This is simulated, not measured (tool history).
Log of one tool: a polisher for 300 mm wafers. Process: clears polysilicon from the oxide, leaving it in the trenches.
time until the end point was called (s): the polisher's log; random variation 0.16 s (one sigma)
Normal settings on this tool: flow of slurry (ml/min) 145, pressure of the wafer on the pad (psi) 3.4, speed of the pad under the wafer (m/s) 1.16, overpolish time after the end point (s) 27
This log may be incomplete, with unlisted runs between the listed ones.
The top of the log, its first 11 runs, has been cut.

run	hour	flow of slurry (ml/min)	pressure of the wafer on the pad (psi)	speed of the pad under the wafer (m/s)	overpolish time after the end point (s)	incoming thickness of the incoming film, nm	time until the end point was called (s)
12	300.5	145	3.4	1.16	27	349	16.5
13	328.1	190	2.3	1.26	12	352.5	21.8
14	344.5	145	3.4	1.16	27	343.1	16.2
# hour 359.9: worn pad replaced by a new one
15	371.2	145	3.4	1.42	12	349.6	12.7
16	383.7	180	2.4	1.16	27	355.4	22.1
17	414.4	110	3.4	1.06	27	352.1	18.8
18	438.5	145	3.4	1.16	21	354.2	16.2
19	470.2	190	3.4	1.16	27	353.5	15.6
20	516.8	145	3	1.16	27	343	18.4
# hour 541.1: slurry nozzle cleaned
21	545.1	105	2.8	1.16	35	346.4	21.3
22	558.8	130	3.4	1.16	22	347.2	16.7
# hour 565.3: worn pad replaced by a new one
# hour 580: head pressure recalibrated
23	589.7	145	2.6	1	27	344.4	23.8
24	610.4	145	3.4	1.16	19	347.9	16
25	629.3	145	3.4	1.4	27	349.5	12.9
26	649.1	130	2.7	1.36	12	349	17.6
27	681.9	165	3.4	1.28	27	354.2	14.5
28	703	130	2.7	1.36	12	347.6	17.9
29	720.4	115	3.1	1.3	39	342.2	16.6
30	755.9	145	3.4	1.16	27	344.9	16.3
# hour 762.5: worn pad replaced by a new one
31	771.7	145	3.4	1.16	27	350.7	15.7
32	806.4	145	3.4	1.16	27	350.7	16.3
33	841.8	145	3.4	0.88	27	350.3	21.3

What will run 34 give?
34	871.1	145	3.4	1.16	27	347.8	?

{"run 34": {"time until the end point was called (s)": 16.1}}
Were there no unlogged condition in the tool, this run, its random variation unchanged, would have produced time until the end point was called (s) 15.6.
